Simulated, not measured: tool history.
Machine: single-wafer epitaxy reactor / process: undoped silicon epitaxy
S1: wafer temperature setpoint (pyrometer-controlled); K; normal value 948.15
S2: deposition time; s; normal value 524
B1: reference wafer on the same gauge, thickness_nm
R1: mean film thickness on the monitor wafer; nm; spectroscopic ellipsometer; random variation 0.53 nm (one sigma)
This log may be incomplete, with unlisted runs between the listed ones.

Run 1, hour 0: usual settings but S2 476 s; B1 132.134. Result: R1 115.306 nm.
Run 2, hour 15.8: usual settings but S2 476 s; B1 131.901. Result: R1 113.858 nm.
Run 3, hour 23.3: usual settings but S2 476 s; B1 131.974. Result: R1 114.434 nm.
Run 4, hour 34.6: usual settings; B1 131.941. Result: R1 126.495 nm.
Run 5, hour 42.8: usual settings; B1 131.929. Result: R1 125.795 nm.
Run 6, hour 53.5: usual settings; B1 132.106. Result: R1 125.627 nm.
Run 7, hour 65.1: usual settings but S2 482 s; B1 132.044. Result: R1 115.082 nm.
Run 8, hour 102.4: usual settings but S2 473 s; B1 132.097. Result: R1 112.22 nm.
Run 9, hour 111.9: usual settings but S2 473 s; B1 132.025. Result: R1 111.838 nm.
Run 10, hour 126.4: usual settings but S2 571 s; B1 132.013. Result: R1 135.836 nm.
Run 11, hour 137.6: usual settings but S2 571 s; B1 131.956. Result: R1 134.482 nm.
At hour 153.3: pyrometer calibrated.
Run 12, hour 153.8: usual settings but S1 942.15 K, S2 588 s; B1 131.925. Result: R1 136.336 nm.
Run 13, hour 162.4: usual settings but S1 942.15 K, S2 588 s; B1 131.967. Result: R1 134.935 nm.
Run 14, hour 168.6: usual settings but S1 942.15 K, S2 588 s; B1 132.002. Result: R1 135.226 nm.
At hour 172.7: gauge calibrated.
Run 15, hour 184.6: usual settings; B1 132.19. Result: R1 139.113 nm.
Run 16, hour 197.6: usual settings but S1 963.15 K, S2 627 s; B1 132.093. Result: R1 235.073 nm.
Run 17, hour 213: usual settings but S2 596 s; B1 131.849. Result: R1 158.486 nm.
Run 18, hour 229.4: usual settings but S1 938.15 K, S2 597 s; B1 132.062. Result: R1 124.803 nm.
Run 19, hour 237.9: usual settings but S2 571 s; B1 131.888. Result: R1 150.811 nm.
Run 20, hour 247.4: usual settings but S1 933.15 K, S2 578 s; B1 131.979. Result: R1 106.697 nm.
Run 21, hour 261.1: usual settings but S1 939.15 K, S2 447 s; B1 132.008. Result: R1 96.161 nm.
Run 22, hour 310.1: usual settings but S1 957.15 K, S2 455 s; B1 132.063. Result: R1 149.208 nm.
Run 23, hour 316.4: usual settings; B1 132.014. Result: R1 139.838 nm.
Run 24, hour 323.3: usual settings; B1 131.936. Result: R1 139.178 nm.
Run 25, hour 330.8: usual settings but S1 942.15 K, S2 468 s; B1 131.995. Result: R1 107.802 nm.
Run 26, hour 340.7: usual settings but S1 953.15 K, S2 494 s; B1 132.018. Result: R1 148.203 nm.

4 options for the next run, each taken on its own from the tool as it stands now. Forecast them:
Run A, hour 341.2: usual settings but S1 936.15 K; B1 ?. Result: R1 ?.
Run B, hour 341.2: usual settings but S1 952.15 K, S2 577 s; B1 ?. Result: R1 ?.
Run C, hour 341.2: usual settings but S1 954.15 K, S2 553 s; B1 ?. Result: R1 ?.
Run D, hour 341.2: usual settings but S1 963.15 K, S2 560 s; B1 ?. Result: R1 ?.

run       B1       R1
  A  132.097  104.615
  B  132.097  168.642
  C  132.097   169.34
  D  132.097  210.933
Without the tool's hidden state the same runs would have given:
run       R1
  A  106.626
  B  171.759
  C  172.456
  D  214.731
